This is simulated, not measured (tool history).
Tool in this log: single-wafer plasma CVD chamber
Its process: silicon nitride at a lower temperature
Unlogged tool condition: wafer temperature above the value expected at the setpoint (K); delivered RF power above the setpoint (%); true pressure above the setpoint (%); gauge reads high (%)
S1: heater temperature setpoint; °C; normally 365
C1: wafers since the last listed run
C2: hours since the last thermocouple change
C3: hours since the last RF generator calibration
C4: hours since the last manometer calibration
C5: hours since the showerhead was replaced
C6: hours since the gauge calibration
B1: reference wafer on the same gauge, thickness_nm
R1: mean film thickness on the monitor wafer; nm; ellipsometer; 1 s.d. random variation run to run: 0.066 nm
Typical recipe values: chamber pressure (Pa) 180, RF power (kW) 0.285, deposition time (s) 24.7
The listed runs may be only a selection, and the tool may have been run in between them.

Run 1, hour 0.0: usual settings; C1 0; C2 2055.3; C3 1265.3; C4 1728.5; C5 5752.5; C6 54.2; B1 24.110. Result: R1 27.031 nm.
Run 2, hour 26.9: usual settings; C1 987; C2 2082.2; C3 1292.2; C4 1755.4; C5 5779.4; C6 81.1; B1 24.104. Result: R1 27.009 nm.
Run 3, hour 62.3: usual settings; C1 1299; C2 2117.6; C3 1327.6; C4 1790.8; C5 5814.8; C6 116.5; B1 24.110. Result: R1 27.105 nm.
Run 4, hour 126.7: usual settings; C1 2364; C2 2182.0; C3 1392.0; C4 1855.2; C5 5879.2; C6 180.9; B1 24.089. Result: R1 27.099 nm.
Run 5, hour 142.2: usual settings; C1 569; C2 2197.5; C3 1407.5; C4 1870.7; C5 5894.7; C6 196.4; B1 24.109. Result: R1 26.987 nm.
Run 6, hour 176.3: usual settings; C1 1251; C2 2231.6; C3 1441.6; C4 1904.8; C5 5928.8; C6 230.5; B1 24.094. Result: R1 26.911 nm.
At hour 184.4: RF generator calibrated.
At hour 199.8: capacitance manometer re-zeroed and calibrated.
Run 7, hour 200.3: usual settings but chamber pressure (Pa) 168; C1 293; C2 2255.6; C3 15.9; C4 0.5; C5 5952.8; C6 254.5; B1 24.092. Result: R1 26.731 nm.
Run 8, hour 212.9: usual settings; C1 462; C2 2268.2; C3 28.5; C4 13.1; C5 5965.4; C6 267.1; B1 24.077. Result: R1 27.001 nm.
At hour 247.8: showerhead replaced.
Run 9, hour 248.3: usual settings; C1 1005; C2 2303.6; C3 63.9; C4 48.5; C5 0.5; C6 302.5; B1 24.056. Result: R1 27.012 nm.
Run 10, hour 282.5: usual settings but S1 359 °C, chamber pressure (Pa) 141, RF power (kW) 0.335, deposition time (s) 28.6; C1 1255; C2 2337.8; C3 98.1; C4 82.7; C5 34.7; C6 336.7; B1 24.049. Result: R1 32.577 nm.
Run 11, hour 301.2: usual settings but RF power (kW) 0.335; C1 686; C2 2356.5; C3 116.8; C4 101.4; C5 53.4; C6 355.4; B1 24.074. Result: R1 29.309 nm.
Run 12, hour 318.6: usual settings but S1 361 °C, RF power (kW) 0.320; C1 638; C2 2373.9; C3 134.2; C4 118.8; C5 70.8; C6 372.8; B1 23.994. Result: R1 28.783 nm.
Run 13, hour 336.7: usual settings; C1 664; C2 2392.0; C3 152.3; C4 136.9; C5 88.9; C6 390.9; B1 24.023. Result: R1 26.887 nm.
Run 14, hour 371.8: usual settings; C1 1288; C2 2427.1; C3 187.4; C4 172.0; C5 124.0; C6 426.0; B1 24.017. Result: R1 26.988 nm.
Run 15, hour 398.3: usual settings but S1 373 °C, chamber pressure (Pa) 223; C1 972; C2 2453.6; C3 213.9; C4 198.5; C5 150.5; C6 452.5; B1 23.976. Result: R1 28.111 nm.
At hour 417.9: thermocouple changed; heater temperature recalibrated.
Run 16, hour 420.8: usual settings but S1 352 °C, deposition time (s) 21.8; C1 532; C2 2.9; C3 236.4; C4 221.0; C5 173.0; C6 475.0; B1 23.983. Result: R1 23.906 nm.
Run 17, hour 455.4: usual settings but chamber pressure (Pa) 201, deposition time (s) 27.1; C1 1270; C2 37.5; C3 271.0; C4 255.6; C5 207.6; C6 509.6; B1 23.960. Result: R1 30.089 nm.
Run 18, hour 538.3: usual settings; C1 3043; C2 120.4; C3 353.9; C4 338.5; C5 290.5; C6 592.5; B1 23.899. Result: R1 26.858 nm.
Run 19, hour 554.9: usual settings but deposition time (s) 28.9; C1 609; C2 137.0; C3 370.5; C4 355.1; C5 307.1; C6 609.1; B1 23.872. Result: R1 31.322 nm.
Run 20, hour 589.0: usual settings; C1 1251; C2 171.1; C3 404.6; C4 389.2; C5 341.2; C6 643.2; B1 23.849. Result: R1 26.813 nm.
Run 21, hour 611.5: usual settings; C1 826; C2 193.6; C3 427.1; C4 411.7; C5 363.7; C6 665.7; B1 23.813. Result: R1 26.816 nm.
Run 22, hour 629.9: usual settings but chamber pressure (Pa) 155; C1 675; C2 212.0; C3 445.5; C4 430.1; C5 382.1; C6 684.1; B1 23.823. Result: R1 25.976 nm.
Run 23, hour 663.2: usual settings but chamber pressure (Pa) 156, RF power (kW) 0.240; C1 1222; C2 245.3; C3 478.8; C4 463.4; C5 415.4; C6 717.4; B1 23.793. Result: R1 23.593 nm.
Run 24, hour 676.9: usual settings but deposition time (s) 29.0; C1 502; C2 259.0; C3 492.5; C4 477.1; C5 429.1; C6 731.1; B1 23.762. Result: R1 31.439 nm.
At hour 684.0: gauge calibrated.
Run 25, hour 704.4: usual settings but deposition time (s) 20.0; C1 1009; C2 286.5; C3 520.0; C4 504.6; C5 456.6; C6 20.4; B1 24.118. Result: R1 21.935 nm.
Run 26, hour 731.6: usual settings but S1 370 °C, RF power (kW) 0.230, deposition time (s) 29.0; C1 998; C2 313.7; C3 547.2; C4 531.8; C5 483.8; C6 47.6; B1 24.114. Result: R1 28.110 nm.
Run 27, hour 752.0: usual settings but RF power (kW) 0.240; C1 748; C2 334.1; C3 567.6; C4 552.2; C5 504.2; C6 68.0; B1 24.114. Result: R1 24.704 nm.
Run 28, hour 783.5: usual settings; C1 1156; C2 365.6; C3 599.1; C4 583.7; C5 535.7; C6 99.5; B1 24.109. Result: R1 27.000 nm.

4 options for the next run, each taken on its own from the tool as it stands now. Forecast them:
Run A, hour 783.9: usual settings; C1 14; C2 366.0; C3 599.5; C4 584.1; C5 536.1; C6 99.9; B1 ?. Result: R1 ?.
Run B, hour 783.9: usual settings but S1 350 °C, RF power (kW) 0.320; C1 14; C2 366.0; C3 599.5; C4 584.1; C5 536.1; C6 99.9; B1 ?. Result: R1 ?.
Run C, hour 783.9: usual settings but S1 351 °C, deposition time (s) 26.3; C1 14; C2 366.0; C3 599.5; C4 584.1; C5 536.1; C6 99.9; B1 ?. Result: R1 ?.
Run D, hour 783.9: usual settings but S1 357 °C, chamber pressure (Pa) 204; C1 14; C2 366.0; C3 599.5; C4 584.1; C5 536.1; C6 99.9; B1 ?. Result: R1 ?.

run      B1      R1
  A  24.094  27.077
  B  24.094  29.044
  C  24.094  29.005
  D  24.094  27.868
Without the tool's hidden state the same runs would have given:
run      R1
  A  27.068
  B  29.034
  C  28.995
  D  27.859
